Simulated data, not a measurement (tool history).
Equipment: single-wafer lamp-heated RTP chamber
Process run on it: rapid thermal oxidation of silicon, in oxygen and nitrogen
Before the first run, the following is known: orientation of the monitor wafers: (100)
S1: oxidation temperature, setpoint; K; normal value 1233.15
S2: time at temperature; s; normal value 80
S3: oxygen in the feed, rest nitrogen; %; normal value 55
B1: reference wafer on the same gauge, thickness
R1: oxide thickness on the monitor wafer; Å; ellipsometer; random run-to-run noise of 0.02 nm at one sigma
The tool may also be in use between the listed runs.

run	hour	S1	S2	S3	B1	R1
1	0.0	1233.15	107	55	3.989	44.74
2	209.7	1233.15	107	55	3.997	45.32
3	234.2	1233.15	80	69	3.996	43.09
4	296.4	1233.15	80	64	3.986	41.66
5	340.5	1233.15	80	64	3.983	42.17
6	395.7	1233.15	52	55	3.989	33.78
7	465.3	1233.15	52	55	3.991	34.09
8	531.3	1233.15	80	55	3.990	40.01
9	580.4	1233.15	107	34	3.986	39.18
10	641.1	1233.15	107	34	3.988	39.30
11	684.4	1233.15	107	34	3.985	39.23
# hour 692.7: pyrometer window cleaned and pyrometer calibrated
12	718.0	1233.15	80	55	3.996	39.79
13	777.5	1233.15	80	55	3.994	39.52
# hour 788.7: gauge calibrated
# hour 792.1: oxygen flow controller replaced
14	805.4	1220.15	80	55	3.996	36.51
15	847.3	1220.15	80	55	3.991	36.54
16	896.4	1233.15	80	55	3.989	39.94
17	960.6	1233.15	80	55	3.991	39.78
18	1003.6	1250.15	46	39	3.991	32.58
19	1065.9	1233.15	107	34	3.990	38.79
20	1109.2	1233.15	80	55	3.992	40.00
21	1137.5	1210.15	93	65	3.984	38.14
22	1180.1	1253.15	43	78	3.988	39.23
23	1245.5	1246.15	80	32	3.982	37.07
24	1304.1	1233.15	102	81	3.991	49.95
25	1371.2	1245.15	101	31	3.988	40.16
26	1551.3	1248.15	103	78	3.995	55.91
27	1576.0	1217.15	114	46	3.993	39.66
28	1637.0	1260.15	56	75	3.985	46.49
29	1675.4	1233.15	53	78	3.988	38.03
30	1746.2	1233.15	62	81	3.996	40.69
31	1793.5	1256.15	46	83	3.993	42.79
32	1877.7	1258.15	98	84	3.999	60.40
# hour 1920.9: pyrometer window cleaned and pyrometer calibrated
33	1942.0	1220.15	80	55	3.992	36.23
34	1982.5	1233.15	80	55	3.995	39.74
35	2014.5	1216.15	80	76	3.992	38.87
36	2044.4	1252.15	41	65	3.986	36.47
37	2108.7	1233.15	80	41	3.990	36.49
38	2290.3	1207.15	80	82	3.997	37.23
39	2327.6	1233.15	106	29	3.982	36.91

Pick out some run-to-run changes in R1. Of each, how much would a tool without hidden state show as well, from the settings, what came in and chance, and how much is left for the hidden state and any gauge scatter not in both results compared?
Hidden conditions of the tool in this case: true wafer temperature minus pyrometer reading, K; deviation of the oxygen flow from its setpoint, %; gauge reads high (%).
Run 11 -> 12: S2 107 -> 80, S3 34 -> 55, pyrometer window cleaned and pyrometer calibrated. R1 +0.56 Å: hidden state -0.62, all else +1.18.
Run 26 -> 27: S1 1248.15 -> 1217.15, S2 103 -> 114, S3 78 -> 46. R1 -16.25 Å: hidden state -0.32, all else -15.93.
Run 31 -> 32: S1 1256.15 -> 1258.15, S2 46 -> 98, S3 83 -> 84. R1 +17.61 Å: hidden state +0.51, all else +17.10.
Run 32 -> 33: S1 1258.15 -> 1220.15, S2 98 -> 80, S3 84 -> 55, pyrometer window cleaned and pyrometer calibrated. R1 -24.17 Å: hidden state -1.34, all else -22.83.

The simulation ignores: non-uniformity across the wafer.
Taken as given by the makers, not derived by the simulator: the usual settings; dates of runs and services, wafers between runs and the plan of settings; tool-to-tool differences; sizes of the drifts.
